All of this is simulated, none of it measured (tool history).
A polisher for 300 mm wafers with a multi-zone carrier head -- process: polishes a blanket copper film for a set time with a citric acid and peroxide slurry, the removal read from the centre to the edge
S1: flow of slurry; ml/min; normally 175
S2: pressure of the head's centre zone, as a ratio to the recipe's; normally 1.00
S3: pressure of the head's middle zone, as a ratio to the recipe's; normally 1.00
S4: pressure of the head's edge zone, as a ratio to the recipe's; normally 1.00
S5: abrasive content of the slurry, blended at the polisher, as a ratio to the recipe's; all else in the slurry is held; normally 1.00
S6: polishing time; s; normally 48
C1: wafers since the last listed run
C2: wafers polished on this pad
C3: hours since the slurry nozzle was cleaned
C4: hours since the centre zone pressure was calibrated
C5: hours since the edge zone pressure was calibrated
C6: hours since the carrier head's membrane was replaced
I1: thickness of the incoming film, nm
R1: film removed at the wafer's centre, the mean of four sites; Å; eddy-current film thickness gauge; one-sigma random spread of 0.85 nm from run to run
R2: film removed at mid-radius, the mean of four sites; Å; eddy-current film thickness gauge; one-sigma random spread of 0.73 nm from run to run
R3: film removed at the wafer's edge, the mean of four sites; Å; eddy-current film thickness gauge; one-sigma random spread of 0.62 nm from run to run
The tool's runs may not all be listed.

run	hour	S1	S2	S3	S4	S5	S6	C1	C2	C3	C4	C5	C6	I1	R1	R2	R3
1	0.0	210	1.00	1.00	1.00	1.00	48	0	1215	126.0	579.5	579.6	813.0	577.3	948	913	961
# hour 17.2: worn pad replaced by a new one
2	30.6	210	1.00	1.00	1.00	1.00	48	302	152	156.6	610.1	610.2	843.6	569.9	941	916	948
3	46.3	175	1.00	1.00	1.00	1.00	48	178	331	172.3	625.8	625.9	859.3	570.7	902	898	920
# hour 84.0: carrier head's membrane replaced by a new one
4	84.5	175	1.00	1.00	1.00	1.00	48	377	708	210.5	664.0	664.1	0.5	573.3	890	884	914
# hour 92.6: edge zone pressure recalibrated
# hour 101.2: centre zone pressure recalibrated
# hour 103.9: slurry nozzle cleaned
5	107.2	175	1.00	1.05	1.00	1.00	48	201	909	3.3	6.0	14.6	23.2	560.8	930	948	942
6	122.1	175	1.00	1.05	1.00	1.00	48	169	1078	18.2	20.9	29.5	38.1	570.0	923	948	934
# hour 144.0: worn pad replaced by a new one
7	145.5	175	1.00	1.05	1.00	1.00	48	220	17	41.6	44.3	52.9	61.5	580.2	913	950	934
8	166.2	205	1.00	1.00	0.91	0.70	48	235	252	62.3	65.0	73.6	82.2	570.4	872	881	849
9	192.1	200	1.00	1.00	1.00	1.00	48	294	546	88.2	90.9	99.5	108.1	565.0	932	929	945
10	220.3	175	1.00	1.00	1.00	1.00	48	320	866	116.4	119.1	127.7	136.3	575.1	925	914	929
# hour 247.0: worn pad replaced by a new one, of another model than before
11	247.5	175	1.04	1.00	1.00	1.00	48	263	6	143.6	146.3	154.9	163.5	575.0	967	912	928
12	266.2	210	1.00	0.92	1.00	1.00	48	212	218	162.3	165.0	173.6	182.2	564.8	929	857	947
13	294.2	175	1.00	1.03	1.00	1.00	48	317	536	190.3	193.0	201.6	210.2	574.0	909	933	934
# hour 298.1: slurry nozzle cleaned
14	308.1	175	1.06	1.00	1.00	1.00	39	146	683	10.0	206.9	215.5	224.1	576.0	796	751	763
15	325.8	175	1.00	1.00	1.11	1.00	48	201	884	27.7	224.6	233.2	241.8	574.6	926	908	986
16	348.7	175	1.00	1.00	1.00	1.10	48	260	1144	50.6	247.5	256.1	264.7	573.2	943	924	958
17	366.3	175	1.12	1.00	0.90	0.75	48	199	1343	68.2	265.1	273.7	282.3	567.6	1002	863	863
# hour 382.1: worn pad replaced by a new one
18	446.0	175	1.00	1.00	1.00	1.00	48	859	725	147.9	344.8	353.4	362.0	573.6	915	905	933
19	462.8	160	1.05	1.00	1.10	1.00	54	190	916	164.7	361.6	370.2	378.8	571.4	1085	1001	1090
20	481.8	175	1.00	1.00	1.00	1.00	48	215	1131	183.7	380.6	389.2	397.8	565.8	892	895	916

Hidden state, per run?
removal rate lost through wear of the pad, %: 0, the same for each run
deviation of the centre zone's pressure from its setpoint, %: 0, the same for each run
deviation of the edge zone's pressure from its setpoint, %: 0, the same for each run
H1: slurry flow missing at the pad, %
run	H1
1	8.2
2	11.9
3	14.1
4	20.4
5	1.28
6	1.42
7	2.02
8	2.94
9	4.61
10	7.09
11	10.1
12	12.6
13	16.8
14	1.47
15	1.75
16	2.52
17	3.42
18	10.8
19	13
20	15.9
